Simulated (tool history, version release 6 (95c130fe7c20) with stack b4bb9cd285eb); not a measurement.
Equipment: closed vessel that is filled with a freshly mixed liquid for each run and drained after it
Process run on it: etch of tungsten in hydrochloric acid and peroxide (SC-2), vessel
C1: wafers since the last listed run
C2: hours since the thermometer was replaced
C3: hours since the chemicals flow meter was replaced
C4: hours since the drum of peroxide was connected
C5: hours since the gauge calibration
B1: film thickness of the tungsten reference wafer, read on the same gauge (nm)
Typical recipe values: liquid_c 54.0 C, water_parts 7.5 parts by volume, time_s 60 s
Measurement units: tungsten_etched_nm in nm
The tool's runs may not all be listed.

Run 1, hour 0.0: usual settings but water_parts 10.0 parts by volume; C1 0; C2 1930.3; C3 844.2; C4 268.0; C5 1086.3; B1 90.01. Result: tungsten_etched_nm 29.33 nm.
Run 2, hour 35.0: usual settings but water_parts 10.0 parts by volume; C1 3460; C2 1965.3; C3 879.2; C4 303.0; C5 1121.3; B1 90.01. Result: tungsten_etched_nm 29.86 nm.
Run 3, hour 90.7: usual settings; C1 5507; C2 2021.0; C3 934.9; C4 358.7; C5 1177.0; B1 90.00. Result: tungsten_etched_nm 37.93 nm.
Run 4, hour 153.2: usual settings; C1 6179; C2 2083.5; C3 997.4; C4 421.2; C5 1239.5; B1 90.04. Result: tungsten_etched_nm 37.41 nm.
Run 5, hour 197.1: usual settings but liquid_c 58.5 C; C1 4340; C2 2127.4; C3 1041.3; C4 465.1; C5 1283.4; B1 90.01. Result: tungsten_etched_nm 49.78 nm.
Run 6, hour 331.0: usual settings but liquid_c 58.5 C; C1 13238; C2 2261.3; C3 1175.2; C4 599.0; C5 1417.3; B1 90.02. Result: tungsten_etched_nm 49.97 nm.
Run 7, hour 393.4: usual settings but water_parts 6.0 parts by volume; C1 6169; C2 2323.7; C3 1237.6; C4 661.4; C5 1479.7; B1 89.99. Result: tungsten_etched_nm 43.40 nm.
At hour 421.7: thermometer replaced.
Run 8, hour 426.2: usual settings but water_parts 6.0 parts by volume; C1 3144; C2 4.5; C3 1270.4; C4 694.2; C5 1512.5; B1 90.00. Result: tungsten_etched_nm 43.54 nm.
Run 9, hour 453.8: usual settings but water_parts 6.0 parts by volume; C1 2728; C2 32.1; C3 1298.0; C4 721.8; C5 1540.1; B1 90.00. Result: tungsten_etched_nm 43.25 nm.
Run 10, hour 483.5: usual settings; C1 2936; C2 61.8; C3 1327.7; C4 751.5; C5 1569.8; B1 90.03. Result: tungsten_etched_nm 37.06 nm.
At hour 504.2: chemicals flow meter replaced.
Run 11, hour 532.5: usual settings; C1 4745; C2 110.8; C3 28.3; C4 800.5; C5 1618.8; B1 90.01. Result: tungsten_etched_nm 34.64 nm.
Run 12, hour 571.4: usual settings; C1 3846; C2 149.7; C3 67.2; C4 839.4; C5 1657.7; B1 90.01. Result: tungsten_etched_nm 33.98 nm.
Run 13, hour 632.9: usual settings but water_parts 6.0 parts by volume, time_s 90 s; C1 6080; C2 211.2; C3 128.7; C4 900.9; C5 1719.2; B1 90.02. Result: tungsten_etched_nm 61.03 nm.
At hour 676.5: new drum of peroxide connected.
At hour 681.2: gauge calibrated.
Run 14, hour 697.9: usual settings but liquid_c 48.5 C, water_parts 4.0 parts by volume; C1 6327; C2 276.2; C3 193.7; C4 21.4; C5 16.7; B1 90.02. Result: tungsten_etched_nm 40.39 nm.
Run 15, hour 769.2: usual settings but water_parts 9.0 parts by volume, time_s 70 s; C1 7049; C2 347.5; C3 265.0; C4 92.7; C5 88.0; B1 90.01. Result: tungsten_etched_nm 36.83 nm.
Run 16, hour 829.9: usual settings but liquid_c 48.0 C, water_parts 5.0 parts by volume, time_s 40 s; C1 6001; C2 408.2; C3 325.7; C4 153.4; C5 148.7; B1 90.01. Result: tungsten_etched_nm 22.48 nm.
Run 17, hour 901.7: usual settings but liquid_c 45.0 C, water_parts 6.0 parts by volume, time_s 50 s; C1 7098; C2 480.0; C3 397.5; C4 225.2; C5 220.5; B1 89.98. Result: tungsten_etched_nm 19.75 nm.
Run 18, hour 945.7: usual settings but liquid_c 49.5 C, water_parts 6.0 parts by volume, time_s 90 s; C1 4350; C2 524.0; C3 441.5; C4 269.2; C5 264.5; B1 90.01. Result: tungsten_etched_nm 48.01 nm.
Run 19, hour 988.9: usual settings; C1 4271; C2 567.2; C3 484.7; C4 312.4; C5 307.7; B1 90.01. Result: tungsten_etched_nm 36.71 nm.
Run 20, hour 1062.0: usual settings but liquid_c 61.5 C; C1 7227; C2 640.3; C3 557.8; C4 385.5; C5 380.8; B1 90.01. Result: tungsten_etched_nm 59.09 nm.
Run 21, hour 1121.7: usual settings but liquid_c 48.5 C, time_s 35 s; C1 5902; C2 700.0; C3 617.5; C4 445.2; C5 440.5; B1 89.99. Result: tungsten_etched_nm 14.66 nm.
Run 22, hour 1179.0: usual settings; C1 5665; C2 757.3; C3 674.8; C4 502.5; C5 497.8; B1 90.00. Result: tungsten_etched_nm 36.59 nm.
Run 23, hour 1229.7: usual settings but liquid_c 49.5 C, water_parts 8.5 parts by volume; C1 5012; C2 808.0; C3 725.5; C4 553.2; C5 548.5; B1 89.99. Result: tungsten_etched_nm 24.31 nm.

Run 24, settings as shown, results not yet in. Your forecast:
Run 24, hour 1340.7: usual settings but liquid_c 61.5 C, water_parts 10.0 parts by volume, time_s 75 s; C1 10974; C2 919.0; C3 836.5; C4 664.2; C5 659.5; B1 ?. Result: tungsten_etched_nm ?.

B1: 89.99
tungsten_etched_nm: 58.83 nm
Minus the tool's unlogged condition, the same run would have read tungsten_etched_nm 59.29 nm.

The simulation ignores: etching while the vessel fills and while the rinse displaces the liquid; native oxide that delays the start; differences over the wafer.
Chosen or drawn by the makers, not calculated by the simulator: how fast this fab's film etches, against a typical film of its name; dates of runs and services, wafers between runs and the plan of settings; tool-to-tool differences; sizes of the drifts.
